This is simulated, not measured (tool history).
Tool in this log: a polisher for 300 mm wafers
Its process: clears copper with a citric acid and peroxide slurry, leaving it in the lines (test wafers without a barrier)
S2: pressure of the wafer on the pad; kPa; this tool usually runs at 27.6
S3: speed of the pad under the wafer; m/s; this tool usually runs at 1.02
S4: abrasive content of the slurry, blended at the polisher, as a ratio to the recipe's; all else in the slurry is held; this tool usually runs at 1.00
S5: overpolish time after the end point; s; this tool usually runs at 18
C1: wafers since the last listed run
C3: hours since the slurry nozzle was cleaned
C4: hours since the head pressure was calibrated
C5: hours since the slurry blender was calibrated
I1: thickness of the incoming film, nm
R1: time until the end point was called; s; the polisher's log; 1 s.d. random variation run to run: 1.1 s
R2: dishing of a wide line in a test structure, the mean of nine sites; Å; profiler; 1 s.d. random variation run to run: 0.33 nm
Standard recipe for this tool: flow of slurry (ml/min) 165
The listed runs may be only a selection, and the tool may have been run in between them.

{"run": 1, "day": 0.0, "flow of slurry (ml/min)": 165, "S2": 27.6, "S3": 1.02, "S4": 1.0, "S5": 18, "C1": 0, "wafers polished on this pad": 456, "C3": 266.3, "C4": 1072.7, "C5": 189.7, "I1": 379.0, "R1": 130.4, "R2": 270}
{"run": 2, "day": 0.479, "flow of slurry (ml/min)": 165, "S2": 27.6, "S3": 1.02, "S4": 1.0, "S5": 18, "C1": 43, "wafers polished on this pad": 499, "C3": 277.8, "C4": 1084.2, "C5": 201.2, "I1": 379.2, "R1": 133.1, "R2": 267}
{"run": 3, "day": 1.142, "flow of slurry (ml/min)": 165, "S2": 27.6, "S3": 1.02, "S4": 1.0, "S5": 18, "C1": 59, "wafers polished on this pad": 559, "C3": 293.7, "C4": 1100.1, "C5": 217.1, "I1": 391.8, "R1": 137.4, "R2": 268}
{"run": 4, "day": 1.467, "flow of slurry (ml/min)": 165, "S2": 27.6, "S3": 1.02, "S4": 0.85, "S5": 18, "C1": 29, "wafers polished on this pad": 588, "C3": 301.5, "C4": 1107.9, "C5": 224.9, "I1": 385.9, "R1": 140.4, "R2": 259}
{"run": 5, "day": 2.146, "flow of slurry (ml/min)": 165, "S2": 27.6, "S3": 1.02, "S4": 0.85, "S5": 18, "C1": 61, "wafers polished on this pad": 649, "C3": 317.8, "C4": 1124.2, "C5": 241.2, "I1": 391.3, "R1": 144.9, "R2": 259}
{"run": 6, "day": 2.846, "flow of slurry (ml/min)": 190, "S2": 27.6, "S3": 1.02, "S4": 1.0, "S5": 18, "C1": 62, "wafers polished on this pad": 712, "C3": 334.6, "C4": 1141.0, "C5": 258.0, "I1": 375.9, "R1": 131.8, "R2": 273}
{"run": 7, "day": 3.567, "flow of slurry (ml/min)": 190, "S2": 27.6, "S3": 1.02, "S4": 1.0, "S5": 18, "C1": 64, "wafers polished on this pad": 777, "C3": 351.9, "C4": 1158.3, "C5": 275.3, "I1": 383.6, "R1": 131.9, "R2": 272}
{"run": 8, "day": 4.279, "flow of slurry (ml/min)": 190, "S2": 27.6, "S3": 1.02, "S4": 1.0, "S5": 18, "C1": 64, "wafers polished on this pad": 841, "C3": 369.0, "C4": 1175.4, "C5": 292.4, "I1": 380.7, "R1": 132.0, "R2": 272}
{"run": 9, "day": 4.654, "flow of slurry (ml/min)": 165, "S2": 27.6, "S3": 1.02, "S4": 1.0, "S5": 18, "C1": 33, "wafers polished on this pad": 875, "C3": 378.0, "C4": 1184.4, "C5": 301.4, "I1": 384.9, "R1": 136.6, "R2": 270}
{"run": 10, "day": 5.388, "flow of slurry (ml/min)": 165, "S2": 21.4, "S3": 1.02, "S4": 1.0, "S5": 18, "C1": 65, "wafers polished on this pad": 941, "C3": 395.6, "C4": 1202.0, "C5": 319.0, "I1": 386.4, "R1": 174.2, "R2": 217}
{"run": 11, "day": 5.679, "flow of slurry (ml/min)": 165, "S2": 21.4, "S3": 1.02, "S4": 1.0, "S5": 18, "C1": 26, "wafers polished on this pad": 967, "C3": 402.6, "C4": 1209.0, "C5": 326.0, "I1": 388.3, "R1": 175.0, "R2": 223}
{"day": 6.233, "done": "head pressure recalibrated"}
{"run": 12, "day": 6.338, "flow of slurry (ml/min)": 165, "S2": 21.4, "S3": 1.02, "S4": 1.0, "S5": 18, "C1": 51, "wafers polished on this pad": 1019, "C3": 418.4, "C4": 2.5, "C5": 341.8, "I1": 390.7, "R1": 176.4, "R2": 222}
{"day": 7.996, "done": "slurry nozzle cleaned"}
{"run": 13, "day": 8.379, "flow of slurry (ml/min)": 180, "S2": 27.6, "S3": 1.02, "S4": 1.0, "S5": 18, "C1": 179, "wafers polished on this pad": 1199, "C3": 9.2, "C4": 51.5, "C5": 390.8, "I1": 378.1, "R1": 137.0, "R2": 269}
{"run": 14, "day": 9.079, "flow of slurry (ml/min)": 180, "S2": 27.6, "S3": 1.02, "S4": 1.0, "S5": 18, "C1": 62, "wafers polished on this pad": 1262, "C3": 26.0, "C4": 68.3, "C5": 407.6, "I1": 381.3, "R1": 137.6, "R2": 262}
{"run": 15, "day": 9.521, "flow of slurry (ml/min)": 165, "S2": 27.6, "S3": 1.02, "S4": 1.0, "S5": 18, "C1": 39, "wafers polished on this pad": 1301, "C3": 36.6, "C4": 78.9, "C5": 418.2, "I1": 381.5, "R1": 141.4, "R2": 258}
{"run": 16, "day": 9.917, "flow of slurry (ml/min)": 140, "S2": 19.3, "S3": 0.8, "S4": 0.85, "S5": 18, "C1": 35, "wafers polished on this pad": 1337, "C3": 46.1, "C4": 88.4, "C5": 427.7, "I1": 391.1, "R1": 266.3, "R2": 162}
{"run": 17, "day": 10.325, "flow of slurry (ml/min)": 165, "S2": 27.6, "S3": 1.02, "S4": 1.0, "S5": 18, "C1": 36, "wafers polished on this pad": 1374, "C3": 55.9, "C4": 98.2, "C5": 437.5, "I1": 391.3, "R1": 145.5, "R2": 259}
{"day": 10.583, "done": "slurry nozzle cleaned, repeated, since the last time left the tool worse"}
{"day": 10.712, "done": "slurry blender recalibrated"}
{"run": 18, "day": 11.017, "flow of slurry (ml/min)": 210, "S2": 18.6, "S3": 1.28, "S4": 1.0, "S5": 18, "C1": 50, "wafers polished on this pad": 1425, "C3": 10.4, "C4": 114.8, "C5": 7.3, "I1": 384.9, "R1": 156.9, "R2": 238}
{"run": 19, "day": 11.717, "flow of slurry (ml/min)": 205, "S2": 27.6, "S3": 1.02, "S4": 1.0, "S5": 18, "C1": 62, "wafers polished on this pad": 1488, "C3": 27.2, "C4": 131.6, "C5": 24.1, "I1": 384.4, "R1": 127.7, "R2": 281}
{"run": 20, "day": 11.979, "flow of slurry (ml/min)": 180, "S2": 27.6, "S3": 0.78, "S4": 1.2, "S5": 18, "C1": 23, "wafers polished on this pad": 1511, "C3": 33.5, "C4": 137.9, "C5": 30.4, "I1": 378.0, "R1": 147.8, "R2": 250}
{"run": 21, "day": 12.325, "flow of slurry (ml/min)": 165, "S2": 27.6, "S3": 1.02, "S4": 1.0, "S5": 18, "C1": 31, "wafers polished on this pad": 1543, "C3": 41.8, "C4": 146.2, "C5": 38.7, "I1": 383.0, "R1": 131.6, "R2": 273}
{"day": 12.604, "done": "worn pad replaced by a new one"}
{"run": 22, "day": 12.812, "flow of slurry (ml/min)": 165, "S2": 22.8, "S3": 1.02, "S4": 1.15, "S5": 25, "C1": 28, "wafers polished on this pad": 18, "C3": 53.5, "C4": 157.9, "C5": 50.4, "I1": 389.2, "R1": 153.6, "R2": 300}
{"run": 23, "day": 13.558, "flow of slurry (ml/min)": 140, "S2": 27.6, "S3": 1.02, "S4": 1.0, "S5": 22, "C1": 67, "wafers polished on this pad": 85, "C3": 71.4, "C4": 175.8, "C5": 68.3, "I1": 386.3, "R1": 135.0, "R2": 303}
{"run": 24, "day": 14.154, "flow of slurry (ml/min)": 165, "S2": 22.8, "S3": 1.24, "S4": 1.0, "S5": 9, "C1": 53, "wafers polished on this pad": 139, "C3": 85.7, "C4": 190.1, "C5": 82.6, "I1": 392.5, "R1": 140.6, "R2": 156}
{"run": 25, "day": 14.583, "flow of slurry (ml/min)": 110, "S2": 18.6, "S3": 1.02, "S4": 1.15, "S5": 23, "C1": 38, "wafers polished on this pad": 177, "C3": 96.0, "C4": 200.4, "C5": 92.9, "I1": 383.7, "R1": 199.8, "R2": 235}
{"run": 26, "day": 15.321, "flow of slurry (ml/min)": 165, "S2": 27.6, "S3": 1.02, "S4": 1.0, "S5": 23, "C1": 66, "wafers polished on this pad": 244, "C3": 113.7, "C4": 218.1, "C5": 110.6, "I1": 385.9, "R1": 131.4, "R2": 312}
{"run": 27, "day": 15.625, "flow of slurry (ml/min)": 165, "S2": 27.6, "S3": 0.68, "S4": 1.0, "S5": 18, "C1": 27, "wafers polished on this pad": 271, "C3": 121.0, "C4": 225.4, "C5": 117.9, "I1": 385.6, "R1": 179.0, "R2": 221}
{"run": 28, "day": 16.112, "flow of slurry (ml/min)": 165, "S2": 27.6, "S3": 1.02, "S4": 1.0, "S5": 18, "C1": 43, "wafers polished on this pad": 315, "C3": 132.7, "C4": 237.1, "C5": 129.6, "I1": 380.8, "R1": 131.1, "R2": 272}

Difference, measured minus no-hidden-state, one row per run. Run-to-run variation is common to both terms; the gauge's own scatter need not be:
Hidden state present: removal rate lost through wear of the pad, %; slurry flow missing at the pad, %; deviation of the head's pressure from its setpoint, %; abrasive missing from the slurry, %.
run=1 R1=+4.5 R2=-7
run=2 R1=+4.6 R2=-7
run=3 R1=+4.9 R2=-7
run=4 R1=+5.0 R2=-7
run=5 R1=+5.3 R2=-7
run=6 R1=+4.5 R2=-7
run=7 R1=+4.5 R2=-6
run=8 R1=+4.5 R2=-7
run=9 R1=+5.2 R2=-8
run=10 R1=+6.7 R2=-7
run=11 R1=+6.7 R2=-7
run=12 R1=+6.9 R2=-7
run=13 R1=+9.7 R2=-14
run=14 R1=+10.4 R2=-16
run=15 R1=+11.8 R2=-17
run=16 R1=+25.2 R2=-14
run=17 R1=+12.9 R2=-18
run=18 R1=+0.9 R2=-1
run=19 R1=+1.0 R2=-2
run=20 R1=+1.4 R2=-1
run=21 R1=+1.5 R2=-2
run=22 R1=+1.9 R2=-2
run=23 R1=+2.3 R2=-3
run=24 R1=+2.3 R2=-2
run=25 R1=+4.6 R2=-4
run=26 R1=+2.6 R2=-4
run=27 R1=+3.7 R2=-3
run=28 R1=+2.9 R2=-4
